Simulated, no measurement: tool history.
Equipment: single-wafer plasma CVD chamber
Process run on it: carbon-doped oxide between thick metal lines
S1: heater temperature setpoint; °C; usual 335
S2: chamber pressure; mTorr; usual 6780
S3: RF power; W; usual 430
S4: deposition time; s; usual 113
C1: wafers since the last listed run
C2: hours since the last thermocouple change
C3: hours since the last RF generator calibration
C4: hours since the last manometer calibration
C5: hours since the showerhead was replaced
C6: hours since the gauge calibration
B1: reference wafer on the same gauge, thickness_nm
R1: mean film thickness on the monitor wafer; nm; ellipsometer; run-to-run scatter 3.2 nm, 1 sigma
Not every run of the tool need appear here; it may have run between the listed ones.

| run | hour | S1 | S2 | S3 | S4 | C1 | C2 | C3 | C4 | C5 | C6 | B1 | R1 |
|---|---|---|---|---|---|---|---|---|---|---|---|---|---|
| 1 | 0.0 | 335 | 6780 | 430 | 113 | 0 | 2392.0 | 1223.1 | 1719.4 | 3325.3 | 120.5 | 525.197 | 568.358 |
| 2 | 13.3 | 335 | 6780 | 430 | 113 | 183 | 2405.3 | 1236.4 | 1732.7 | 3338.6 | 133.8 | 526.073 | 567.738 |
| 3 | 29.9 | 335 | 5960 | 430 | 113 | 229 | 2421.9 | 1253.0 | 1749.3 | 3355.2 | 150.4 | 523.571 | 558.667 |
| 4 | 38.9 | 335 | 5960 | 430 | 113 | 124 | 2430.9 | 1262.0 | 1758.3 | 3364.2 | 159.4 | 525.769 | 552.255 |
| 5 | 53.8 | 335 | 5960 | 430 | 113 | 205 | 2445.8 | 1276.9 | 1773.2 | 3379.1 | 174.3 | 525.191 | 552.413 |
|  | 62.3 | RF generator calibrated |
| 6 | 62.8 | 335 | 6780 | 370 | 113 | 13 | 2454.8 | 0.5 | 1782.2 | 3388.1 | 183.3 | 525.311 | 526.247 |
|  | 72.1 | capacitance manometer re-zeroed and calibrated |
| 7 | 72.6 | 335 | 6780 | 370 | 113 | 24 | 2464.6 | 10.3 | 0.5 | 3397.9 | 193.1 | 526.578 | 528.626 |
| 8 | 79.9 | 335 | 6780 | 370 | 113 | 100 | 2471.9 | 17.6 | 7.8 | 3405.2 | 200.4 | 525.672 | 523.394 |
| 9 | 92.0 | 341 | 6780 | 430 | 127 | 167 | 2484.0 | 29.7 | 19.9 | 3417.3 | 212.5 | 524.458 | 664.272 |
| 10 | 108.1 | 341 | 6780 | 430 | 127 | 222 | 2500.1 | 45.8 | 36.0 | 3433.4 | 228.6 | 525.679 | 657.688 |
| 11 | 115.3 | 335 | 8410 | 475 | 102 | 99 | 2507.3 | 53.0 | 43.2 | 3440.6 | 235.8 | 525.440 | 596.235 |
| 12 | 127.4 | 335 | 6780 | 430 | 113 | 167 | 2519.4 | 65.1 | 55.3 | 3452.7 | 247.9 | 525.725 | 593.472 |
| 13 | 141.0 | 335 | 6780 | 430 | 113 | 187 | 2533.0 | 78.7 | 68.9 | 3466.3 | 261.5 | 525.248 | 598.654 |
| 14 | 152.0 | 335 | 6780 | 375 | 113 | 151 | 2544.0 | 89.7 | 79.9 | 3477.3 | 272.5 | 525.920 | 528.263 |
| 15 | 161.0 | 325 | 6780 | 430 | 131 | 124 | 2553.0 | 98.7 | 88.9 | 3486.3 | 281.5 | 525.631 | 707.818 |
|  | 166.3 | gauge calibrated |
| 16 | 173.0 | 335 | 6780 | 430 | 113 | 165 | 2565.0 | 110.7 | 100.9 | 3498.3 | 6.7 | 524.665 | 592.892 |
| 17 | 180.7 | 330 | 7760 | 395 | 113 | 106 | 2572.7 | 118.4 | 108.6 | 3506.0 | 14.4 | 524.745 | 562.796 |
| 18 | 186.8 | 335 | 6780 | 355 | 113 | 84 | 2578.8 | 124.5 | 114.7 | 3512.1 | 20.5 | 525.152 | 496.633 |
| 19 | 194.4 | 345 | 6780 | 495 | 113 | 105 | 2586.4 | 132.1 | 122.3 | 3519.7 | 28.1 | 526.712 | 646.623 |
| 20 | 208.7 | 335 | 6780 | 430 | 113 | 197 | 2600.7 | 146.4 | 136.6 | 3534.0 | 42.4 | 524.582 | 590.678 |
| 21 | 221.9 | 331 | 6780 | 430 | 132 | 182 | 2613.9 | 159.6 | 149.8 | 3547.2 | 55.6 | 525.676 | 694.635 |
| 22 | 235.6 | 335 | 6780 | 430 | 113 | 189 | 2627.6 | 173.3 | 163.5 | 3560.9 | 69.3 | 524.090 | 589.719 |
|  | 247.9 | thermocouple changed; heater temperature recalibrated |
|  | 251.2 | showerhead replaced |
| 23 | 251.7 | 335 | 7700 | 375 | 93 | 65 | 3.8 | 189.4 | 179.6 | 0.5 | 85.4 | 524.524 | 433.644 |
| 24 | 258.9 | 335 | 6780 | 430 | 113 | 99 | 11.0 | 196.6 | 186.8 | 7.7 | 92.6 | 524.916 | 587.745 |
| 25 | 273.4 | 335 | 6780 | 345 | 113 | 200 | 25.5 | 211.1 | 201.3 | 22.2 | 107.1 | 525.238 | 478.666 |
| 26 | 306.6 | 343 | 5480 | 430 | 113 | 458 | 58.7 | 244.3 | 234.5 | 55.4 | 140.3 | 524.499 | 550.055 |
| 27 | 357.5 | 331 | 6780 | 430 | 132 | 703 | 109.6 | 295.2 | 285.4 | 106.3 | 191.2 | 525.225 | 684.864 |

Each row is a separate what-if for the run after 27, all from the same tool condition, not one after another. Results?
| A | 357.9 | 335 | 6780 | 430 | 113 | 5 | 110.0 | 295.6 | 285.8 | 106.7 | 191.6 | ? | ? |
| B | 357.9 | 340 | 8090 | 510 | 113 | 5 | 110.0 | 295.6 | 285.8 | 106.7 | 191.6 | ? | ? |
| C | 357.9 | 323 | 5990 | 395 | 102 | 5 | 110.0 | 295.6 | 285.8 | 106.7 | 191.6 | ? | ? |
| D | 357.9 | 342 | 5580 | 375 | 126 | 5 | 110.0 | 295.6 | 285.8 | 106.7 | 191.6 | ? | ? |
| E | 357.9 | 340 | 6780 | 430 | 131 | 5 | 110.0 | 295.6 | 285.8 | 106.7 | 191.6 | ? | ? |

| run | B1 | R1 |
|---|---|---|
| A | 523.484 | 573.188 |
| B | 523.484 | 658.524 |
| C | 523.484 | 488.758 |
| D | 523.484 | 540.302 |
| E | 523.484 | 655.433 |
With no hidden state in the tool, these same runs would have given:
| run | R1 |
|---|---|
| A | 599.621 |
| B | 684.165 |
| C | 512.139 |
| D | 566.336 |
| E | 685.659 |

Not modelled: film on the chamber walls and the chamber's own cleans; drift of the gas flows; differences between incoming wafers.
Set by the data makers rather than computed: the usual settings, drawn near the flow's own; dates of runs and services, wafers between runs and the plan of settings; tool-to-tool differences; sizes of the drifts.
